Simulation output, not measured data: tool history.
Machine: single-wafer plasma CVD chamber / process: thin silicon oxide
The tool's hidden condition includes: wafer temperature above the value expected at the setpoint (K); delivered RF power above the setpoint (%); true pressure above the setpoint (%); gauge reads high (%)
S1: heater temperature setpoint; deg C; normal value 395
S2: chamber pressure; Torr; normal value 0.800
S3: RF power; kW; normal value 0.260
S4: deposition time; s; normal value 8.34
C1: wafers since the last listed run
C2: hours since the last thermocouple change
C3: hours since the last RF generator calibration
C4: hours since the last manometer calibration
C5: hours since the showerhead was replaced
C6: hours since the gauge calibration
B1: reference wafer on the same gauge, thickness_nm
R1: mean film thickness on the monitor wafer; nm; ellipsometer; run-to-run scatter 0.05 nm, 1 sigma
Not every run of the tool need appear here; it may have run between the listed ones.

{"run": 1, "day": 0.0, "S1": 395, "S2": 0.8, "S3": 0.26, "S4": 8.34, "C1": 0, "C2": 2415.6, "C3": 959.6, "C4": 2252.1, "C5": 3896.0, "C6": 418.1, "B1": 13.186, "R1": 15.181}
{"run": 2, "day": 1.208, "S1": 395, "S2": 0.8, "S3": 0.26, "S4": 8.34, "C1": 587, "C2": 2444.6, "C3": 988.6, "C4": 2281.1, "C5": 3925.0, "C6": 447.1, "B1": 13.204, "R1": 15.325}
{"run": 3, "day": 2.546, "S1": 395, "S2": 0.8, "S3": 0.26, "S4": 8.34, "C1": 650, "C2": 2476.7, "C3": 1020.7, "C4": 2313.2, "C5": 3957.1, "C6": 479.2, "B1": 13.198, "R1": 15.285}
{"run": 4, "day": 3.329, "S1": 395, "S2": 0.8, "S3": 0.26, "S4": 8.34, "C1": 380, "C2": 2495.5, "C3": 1039.5, "C4": 2332.0, "C5": 3975.9, "C6": 498.0, "B1": 13.208, "R1": 15.318}
{"run": 5, "day": 4.633, "S1": 395, "S2": 0.8, "S3": 0.26, "S4": 8.34, "C1": 634, "C2": 2526.8, "C3": 1070.8, "C4": 2363.3, "C5": 4007.2, "C6": 529.3, "B1": 13.19, "R1": 15.348}
{"run": 6, "day": 5.179, "S1": 395, "S2": 0.8, "S3": 0.26, "S4": 8.34, "C1": 265, "C2": 2539.9, "C3": 1083.9, "C4": 2376.4, "C5": 4020.3, "C6": 542.4, "B1": 13.211, "R1": 15.338}
{"run": 7, "day": 5.933, "S1": 395, "S2": 0.8, "S3": 0.26, "S4": 8.34, "C1": 366, "C2": 2558.0, "C3": 1102.0, "C4": 2394.5, "C5": 4038.4, "C6": 560.5, "B1": 13.19, "R1": 15.355}
{"run": 8, "day": 7.338, "S1": 395, "S2": 0.8, "S3": 0.26, "S4": 8.34, "C1": 682, "C2": 2591.7, "C3": 1135.7, "C4": 2428.2, "C5": 4072.1, "C6": 594.2, "B1": 13.199, "R1": 15.383}
{"run": 9, "day": 8.829, "S1": 395, "S2": 0.8, "S3": 0.26, "S4": 8.34, "C1": 725, "C2": 2627.5, "C3": 1171.5, "C4": 2464.0, "C5": 4107.9, "C6": 630.0, "B1": 13.21, "R1": 15.404}
{"run": 10, "day": 9.529, "S1": 390, "S2": 0.8, "S3": 0.24, "S4": 8.34, "C1": 340, "C2": 2644.3, "C3": 1188.3, "C4": 2480.8, "C5": 4124.7, "C6": 646.8, "B1": 13.22, "R1": 15.028}
{"day": 12.55, "done": "thermocouple changed; heater temperature recalibrated"}
{"run": 11, "day": 13.367, "S1": 390, "S2": 0.8, "S3": 0.24, "S4": 8.34, "C1": 1703, "C2": 19.6, "C3": 1280.4, "C4": 2572.9, "C5": 4216.8, "C6": 738.9, "B1": 13.203, "R1": 15.015}
{"run": 12, "day": 14.15, "S1": 390, "S2": 0.8, "S3": 0.24, "S4": 8.34, "C1": 380, "C2": 38.4, "C3": 1299.2, "C4": 2591.7, "C5": 4235.6, "C6": 757.7, "B1": 13.214, "R1": 15.044}
{"run": 13, "day": 15.033, "S1": 395, "S2": 0.8, "S3": 0.26, "S4": 8.34, "C1": 429, "C2": 59.6, "C3": 1320.4, "C4": 2612.9, "C5": 4256.8, "C6": 778.9, "B1": 13.183, "R1": 15.488}
{"day": 15.346, "done": "gauge calibrated"}
{"run": 14, "day": 15.642, "S1": 404, "S2": 0.91, "S3": 0.23, "S4": 8.34, "C1": 295, "C2": 74.2, "C3": 1335.0, "C4": 2627.5, "C5": 4271.4, "C6": 7.1, "B1": 13.209, "R1": 16.479}
{"run": 15, "day": 16.55, "S1": 387, "S2": 0.8, "S3": 0.24, "S4": 7.72, "C1": 441, "C2": 96.0, "C3": 1356.8, "C4": 2649.3, "C5": 4293.2, "C6": 28.9, "B1": 13.204, "R1": 14.007}
{"run": 16, "day": 17.692, "S1": 395, "S2": 0.8, "S3": 0.23, "S4": 8.34, "C1": 555, "C2": 123.4, "C3": 1384.2, "C4": 2676.7, "C5": 4320.6, "C6": 56.3, "B1": 13.186, "R1": 14.801}
{"run": 17, "day": 18.217, "S1": 395, "S2": 0.62, "S3": 0.26, "S4": 6.89, "C1": 255, "C2": 136.0, "C3": 1396.8, "C4": 2689.3, "C5": 4333.2, "C6": 68.9, "B1": 13.196, "R1": 10.025}
{"day": 19.475, "done": "capacitance manometer re-zeroed and calibrated"}
{"day": 20.738, "done": "showerhead replaced"}
{"day": 21.746, "done": "RF generator calibrated"}
{"run": 18, "day": 21.767, "S1": 395, "S2": 0.8, "S3": 0.26, "S4": 8.34, "C1": 1239, "C2": 221.2, "C3": 0.5, "C4": 55.0, "C5": 24.7, "C6": 154.1, "B1": 13.213, "R1": 14.814}
{"run": 19, "day": 22.271, "S1": 395, "S2": 0.693, "S3": 0.26, "S4": 9.69, "C1": 245, "C2": 233.3, "C3": 12.6, "C4": 67.1, "C5": 36.8, "C6": 166.2, "B1": 13.194, "R1": 14.773}
{"run": 20, "day": 22.962, "S1": 395, "S2": 0.8, "S3": 0.23, "S4": 8.34, "C1": 336, "C2": 249.9, "C3": 29.2, "C4": 83.7, "C5": 53.4, "C6": 182.8, "B1": 13.202, "R1": 14.072}
{"run": 21, "day": 23.767, "S1": 395, "S2": 0.666, "S3": 0.26, "S4": 8.34, "C1": 390, "C2": 269.2, "C3": 48.5, "C4": 103.0, "C5": 72.7, "C6": 202.1, "B1": 13.201, "R1": 12.175}
{"run": 22, "day": 25.188, "S1": 395, "S2": 0.881, "S3": 0.26, "S4": 9.54, "C1": 690, "C2": 303.3, "C3": 82.6, "C4": 137.1, "C5": 106.8, "C6": 236.2, "B1": 13.204, "R1": 18.323}
{"run": 23, "day": 26.429, "S1": 395, "S2": 0.8, "S3": 0.26, "S4": 8.34, "C1": 603, "C2": 333.1, "C3": 112.4, "C4": 166.9, "C5": 136.6, "C6": 266.0, "B1": 13.213, "R1": 14.828}
{"run": 24, "day": 27.258, "S1": 395, "S2": 0.8, "S3": 0.26, "S4": 9.81, "C1": 403, "C2": 353.0, "C3": 132.3, "C4": 186.8, "C5": 156.5, "C6": 285.9, "B1": 13.209, "R1": 17.348}

Branching from run 24: 4 alternative next runs. What would each branch give?
{"run": "A", "day": 27.275, "S1": 395, "S2": 0.8, "S3": 0.26, "S4": 7.7, "C1": 8, "C2": 353.4, "C3": 132.7, "C4": 187.2, "C5": 156.9, "C6": 286.3, "B1": "?", "R1": "?"}
{"run": "B", "day": 27.275, "S1": 395, "S2": 0.626, "S3": 0.29, "S4": 7.45, "C1": 8, "C2": 353.4, "C3": 132.7, "C4": 187.2, "C5": 156.9, "C6": 286.3, "B1": "?", "R1": "?"}
{"run": "C", "day": 27.275, "S1": 395, "S2": 0.986, "S3": 0.28, "S4": 8.34, "C1": 8, "C2": 353.4, "C3": 132.7, "C4": 187.2, "C5": 156.9, "C6": 286.3, "B1": "?", "R1": "?"}
{"run": "D", "day": 27.275, "S1": 388, "S2": 0.913, "S3": 0.26, "S4": 9.65, "C1": 8, "C2": 353.4, "C3": 132.7, "C4": 187.2, "C5": 156.9, "C6": 286.3, "B1": "?", "R1": "?"}

run=A B1=13.201 R1=13.647
run=B B1=13.201 R1=10.642
run=C B1=13.201 R1=18.149
run=D B1=13.201 R1=19.280
Take away the tool's hidden state, keep each run's random variation, and the runs would have read:
run=A R1=13.515
run=B R1=10.526
run=C R1=18.026
run=D R1=19.114
